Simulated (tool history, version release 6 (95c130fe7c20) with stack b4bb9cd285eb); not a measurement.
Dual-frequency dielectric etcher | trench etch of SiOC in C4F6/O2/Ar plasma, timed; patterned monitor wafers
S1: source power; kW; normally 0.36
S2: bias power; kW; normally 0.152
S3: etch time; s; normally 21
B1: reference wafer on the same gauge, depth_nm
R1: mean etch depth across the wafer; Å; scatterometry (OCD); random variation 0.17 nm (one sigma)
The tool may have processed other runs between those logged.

Run 1, hour 0: usual settings; B1 40.89. Result: R1 413.8 Å.
Run 2, hour 67.8: usual settings but S1 0.33 kW; B1 40.95. Result: R1 402.1 Å.
Run 3, hour 127.7: usual settings but S1 0.33 kW; B1 40.93. Result: R1 402.1 Å.
Run 4, hour 166.6: usual settings but S2 0.143 kW; B1 40.86. Result: R1 403.4 Å.
Run 5, hour 221.5: usual settings but S2 0.143 kW; B1 40.98. Result: R1 405.7 Å.
Run 6, hour 248.4: usual settings but S2 0.143 kW; B1 40.93. Result: R1 406.3 Å.
At hour 265.3: bias power generator calibrated.
At hour 273.9: wet clean of the chamber.
Run 7, hour 284: usual settings but S2 0.137 kW; B1 40.9. Result: R1 390.7 Å.
Run 8, hour 324.5: usual settings; B1 40.87. Result: R1 411.5 Å.
Run 9, hour 381.3: usual settings; B1 40.91. Result: R1 406.8 Å.
At hour 412.1: gauge calibrated.
Run 10, hour 434.9: usual settings; B1 40.9. Result: R1 410.8 Å.
At hour 508.2: upper electrode replaced.
Run 11, hour 508.7: usual settings but S1 0.43 kW, S3 26.5 s; B1 40.91. Result: R1 557.1 Å.
Run 12, hour 565.3: usual settings but S1 0.43 kW, S3 26.5 s; B1 40.84. Result: R1 553.2 Å.
Run 13, hour 599.9: usual settings but S2 0.126 kW, S3 25.5 s; B1 40.91. Result: R1 454.6 Å.
Run 14, hour 659.9: usual settings but S1 0.39 kW, S2 0.134 kW, S3 15 s; B1 40.87. Result: R1 285.3 Å.
Run 15, hour 708.8: usual settings but S1 0.39 kW; B1 40.9. Result: R1 422.3 Å.
At hour 736.4: wet clean of the chamber.
Run 16, hour 736.9: usual settings; B1 40.97. Result: R1 415.4 Å.
Run 17, hour 783.3: usual settings but S1 0.31 kW, S3 16 s; B1 40.91. Result: R1 296.2 Å.
Run 18, hour 821.8: usual settings but S1 0.43 kW, S2 0.129 kW; B1 40.85. Result: R1 410.9 Å.
Run 19, hour 854.8: usual settings but S1 0.33 kW, S3 25 s; B1 40.83. Result: R1 477.2 Å.
Run 20, hour 910.5: usual settings but S1 0.32 kW, S3 17 s; B1 40.99. Result: R1 320.2 Å.
Run 21, hour 938: usual settings but S1 0.41 kW, S2 0.167 kW, S3 22.5 s; B1 40.86. Result: R1 482.7 Å.
At hour 956.8: source power generator calibrated.
Run 22, hour 980.5: usual settings; B1 40.92. Result: R1 414.5 Å.
Run 23, hour 1023.8: usual settings but S3 26 s; B1 40.86. Result: R1 512.9 Å.
Run 24, hour 1085.9: usual settings but S1 0.43 kW, S2 0.166 kW, S3 24 s; B1 40.85. Result: R1 522.6 Å.
At hour 1121: wet clean of the chamber.
Run 25, hour 1130: usual settings but S1 0.34 kW; B1 40.89. Result: R1 403.3 Å.
Run 26, hour 1196.8: usual settings; B1 40.89. Result: R1 415.1 Å.
Run 27, hour 1262.6: usual settings but S1 0.32 kW, S2 0.139 kW, S3 17 s; B1 40.9. Result: R1 306.9 Å.
Run 28, hour 1314.8: usual settings but S1 0.34 kW; B1 40.97. Result: R1 404.4 Å.
Run 29, hour 1349.5: usual settings; B1 40.85. Result: R1 414.4 Å.

5 options for the next run, each taken on its own from the tool as it stands now. Forecast them:
Run A, hour 1349.9: usual settings but S2 0.115 kW; B1 ?. Result: R1 ?.
Run B, hour 1349.9: usual settings but S1 0.3 kW, S2 0.166 kW, S3 23.5 s; B1 ?. Result: R1 ?.
Run C, hour 1349.9: usual settings but S1 0.29 kW; B1 ?. Result: R1 ?.
Run D, hour 1349.9: usual settings but S1 0.29 kW, S2 0.172 kW; B1 ?. Result: R1 ?.
Run E, hour 1349.9: usual settings but S1 0.32 kW, S2 0.115 kW, S3 15 s; B1 ?. Result: R1 ?.

run     B1     R1
  A  40.88  365.5
  B  40.88    454
  C  40.88  384.4
  D  40.88  407.2
  E  40.88  249.2
The same runs, with their run-to-run variation unchanged, on a tool lacking any hidden condition would have given:
run     R1
  A  359.7
  B  445.6
  C  377.4
  D  399.5
  E  245.2
